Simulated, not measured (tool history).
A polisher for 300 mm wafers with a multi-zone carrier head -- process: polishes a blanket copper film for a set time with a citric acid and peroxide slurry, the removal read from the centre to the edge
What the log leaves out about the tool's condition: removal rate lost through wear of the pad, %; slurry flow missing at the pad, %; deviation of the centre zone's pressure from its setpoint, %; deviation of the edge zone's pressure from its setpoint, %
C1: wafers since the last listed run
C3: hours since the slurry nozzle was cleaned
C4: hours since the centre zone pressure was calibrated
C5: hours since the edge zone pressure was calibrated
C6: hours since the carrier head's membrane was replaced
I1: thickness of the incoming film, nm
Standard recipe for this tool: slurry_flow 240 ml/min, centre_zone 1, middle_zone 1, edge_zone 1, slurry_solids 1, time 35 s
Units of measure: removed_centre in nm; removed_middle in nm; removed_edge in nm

Run 1, day 0: usual settings; C1 0; wafers polished on this pad 38; C3 490.3; C4 413.4; C5 16.6; C6 792.1; I1 821.8. Result: removed_centre 86.8 nm, removed_middle 95.4 nm, removed_edge 94.1 nm.
At day 0.129: centre zone pressure recalibrated.
Run 2, day 0.508: usual settings; C1 75; wafers polished on this pad 113; C3 502.5; C4 9.1; C5 28.8; C6 804.3; I1 801.9. Result: removed_centre 87.3 nm, removed_middle 92.4 nm, removed_edge 93.3 nm.
Run 3, day 1.212: usual settings but slurry_solids 0.9; C1 124; wafers polished on this pad 237; C3 519.4; C4 26; C5 45.7; C6 821.2; I1 811.6. Result: removed_centre 82.3 nm, removed_middle 88.3 nm, removed_edge 88.4 nm.
Run 4, day 1.8: usual settings but slurry_flow 175 ml/min, centre_zone 1.05, edge_zone 0.93; C1 103; wafers polished on this pad 341; C3 533.5; C4 40.1; C5 59.8; C6 835.3; I1 817.4. Result: removed_centre 65 nm, removed_middle 67 nm, removed_edge 75.3 nm.
Run 5, day 2.212: usual settings but slurry_flow 215 ml/min, edge_zone 0.95, time 31 s; C1 72; wafers polished on this pad 414; C3 543.4; C4 50; C5 69.7; C6 845.2; I1 837.1. Result: removed_centre 65.3 nm, removed_middle 70.7 nm, removed_edge 74.7 nm.
At day 2.517: slurry nozzle cleaned.
Run 6, day 2.704: usual settings but middle_zone 0.91, edge_zone 0.95, slurry_solids 0.85; C1 79; wafers polished on this pad 493; C3 4.5; C4 61.8; C5 81.5; C6 857; I1 828.3. Result: removed_centre 97.9 nm, removed_middle 92.2 nm, removed_edge 97.7 nm.
Run 7, day 3.017: usual settings but slurry_flow 185 ml/min, middle_zone 1.09; C1 55; wafers polished on this pad 549; C3 12; C4 69.3; C5 89; C6 864.5; I1 816.7. Result: removed_centre 92.5 nm, removed_middle 101.1 nm, removed_edge 97.4 nm.
Run 8, day 3.671: usual settings but slurry_flow 185 ml/min, centre_zone 0.97; C1 115; wafers polished on this pad 664; C3 27.7; C4 85; C5 104.7; C6 880.2; I1 824.2. Result: removed_centre 89.7 nm, removed_middle 95.3 nm, removed_edge 96.3 nm.
Run 9, day 4.338: usual settings but slurry_flow 175 ml/min, edge_zone 1.06; C1 117; wafers polished on this pad 782; C3 43.7; C4 101; C5 120.7; C6 896.2; I1 819.6. Result: removed_centre 92.5 nm, removed_middle 94.9 nm, removed_edge 97.1 nm.
At day 4.646: carrier head's membrane replaced by a new one.
Run 10, day 4.792: usual settings; C1 43; wafers polished on this pad 825; C3 54.6; C4 111.9; C5 131.6; C6 3.5; I1 810.9. Result: removed_centre 102.2 nm, removed_middle 105 nm, removed_edge 101.7 nm.
Run 11, day 5.079: usual settings but slurry_flow 305 ml/min, middle_zone 0.95, edge_zone 1.11, slurry_solids 1.15; C1 50; wafers polished on this pad 876; C3 61.5; C4 118.8; C5 138.5; C6 10.4; I1 809.1. Result: removed_centre 110.4 nm, removed_middle 109.6 nm, removed_edge 114.3 nm.
Run 12, day 5.529: usual settings but slurry_flow 290 ml/min, middle_zone 0.96; C1 79; wafers polished on this pad 955; C3 72.3; C4 129.6; C5 149.3; C6 21.2; I1 835.5. Result: removed_centre 106.7 nm, removed_middle 106.1 nm, removed_edge 105.3 nm.
Run 13, day 5.792: usual settings but centre_zone 1.03, edge_zone 0.93, time 42 s; C1 46; wafers polished on this pad 1002; C3 78.6; C4 135.9; C5 155.6; C6 27.5; I1 817.4. Result: removed_centre 127 nm, removed_middle 126.4 nm, removed_edge 121 nm.
Run 14, day 6.208: usual settings but middle_zone 1.06, edge_zone 1.07, time 28 s; C1 73; wafers polished on this pad 1075; C3 88.6; C4 145.9; C5 165.6; C6 37.5; I1 816.1. Result: removed_centre 81.6 nm, removed_middle 88.6 nm, removed_edge 83.9 nm.
Run 15, day 6.479: usual settings but slurry_flow 290 ml/min, slurry_solids 0.9; C1 47; wafers polished on this pad 1123; C3 95.1; C4 152.4; C5 172.1; C6 44; I1 827. Result: removed_centre 101.7 nm, removed_middle 104.8 nm, removed_edge 102.4 nm.
At day 6.875: worn pad replaced by a new one.
Run 16, day 7.158: usual settings but centre_zone 1.03, time 44 s; C1 90; wafers polished on this pad 49; C3 111.4; C4 168.7; C5 188.4; C6 60.3; I1 807.1. Result: removed_centre 130.2 nm, removed_middle 130.7 nm, removed_edge 128.8 nm.
Run 17, day 7.708: usual settings; C1 97; wafers polished on this pad 146; C3 124.6; C4 181.9; C5 201.6; C6 73.5; I1 834.1. Result: removed_centre 102.4 nm, removed_middle 104.2 nm, removed_edge 103 nm.
Run 18, day 7.983: usual settings but centre_zone 0.89, edge_zone 0.91, slurry_solids 0.85; C1 48; wafers polished on this pad 195; C3 131.2; C4 188.5; C5 208.2; C6 80.1; I1 819.9. Result: removed_centre 88.5 nm, removed_middle 99.1 nm, removed_edge 95.5 nm.
Run 19, day 8.558: usual settings but slurry_flow 205 ml/min, centre_zone 1.04, middle_zone 1.05; C1 101; wafers polished on this pad 296; C3 145; C4 202.3; C5 222; C6 93.9; I1 814.2. Result: removed_centre 99.3 nm, removed_middle 105.9 nm, removed_edge 98.7 nm.
Run 20, day 9.1: usual settings; C1 95; wafers polished on this pad 392; C3 158; C4 215.3; C5 235; C6 106.9; I1 810.5. Result: removed_centre 102.9 nm, removed_middle 105.6 nm, removed_edge 102.2 nm.
Run 21, day 10.121: usual settings but middle_zone 0.96; C1 180; wafers polished on this pad 572; C3 182.5; C4 239.8; C5 259.5; C6 131.4; I1 808.3. Result: removed_centre 99.8 nm, removed_middle 100.2 nm, removed_edge 102 nm.
Run 22, day 10.683: usual settings but slurry_solids 0.9; C1 99; wafers polished on this pad 672; C3 196; C4 253.3; C5 273; C6 144.9; I1 808.7. Result: removed_centre 96.5 nm, removed_middle 101.4 nm, removed_edge 99.5 nm.
Run 23, day 11.038: usual settings but slurry_solids 0.7, time 45 s; C1 62; wafers polished on this pad 734; C3 204.5; C4 261.8; C5 281.5; C6 153.4; I1 823.4. Result: removed_centre 118.1 nm, removed_middle 122.1 nm, removed_edge 118.6 nm.

Some steps in removed_centre between neighbouring runs. How much of each would the tool show without its hidden state too (settings, what came in, random variation), and how much is left for the hidden state, with any gauge scatter that isn't in both results?
Run 3 -> 4: slurry_flow 240 -> 175, centre_zone 1 -> 1.05, edge_zone 1 -> 0.93, slurry_solids 0.9 -> 1. removed_centre -17.3 nm: hidden state -14.7, all else -2.6.
Run 5 -> 6: slurry_flow 215 -> 240, middle_zone 1 -> 0.91, slurry_solids 1 -> 0.85, time 31 -> 35, slurry nozzle cleaned. removed_centre +32.6 nm: hidden state +21.6, all else +11.
Run 13 -> 14: centre_zone 1.03 -> 1, middle_zone 1 -> 1.06, edge_zone 0.93 -> 1.07, time 42 -> 28. removed_centre -45.4 nm: hidden state +0.7, all else -46.1.
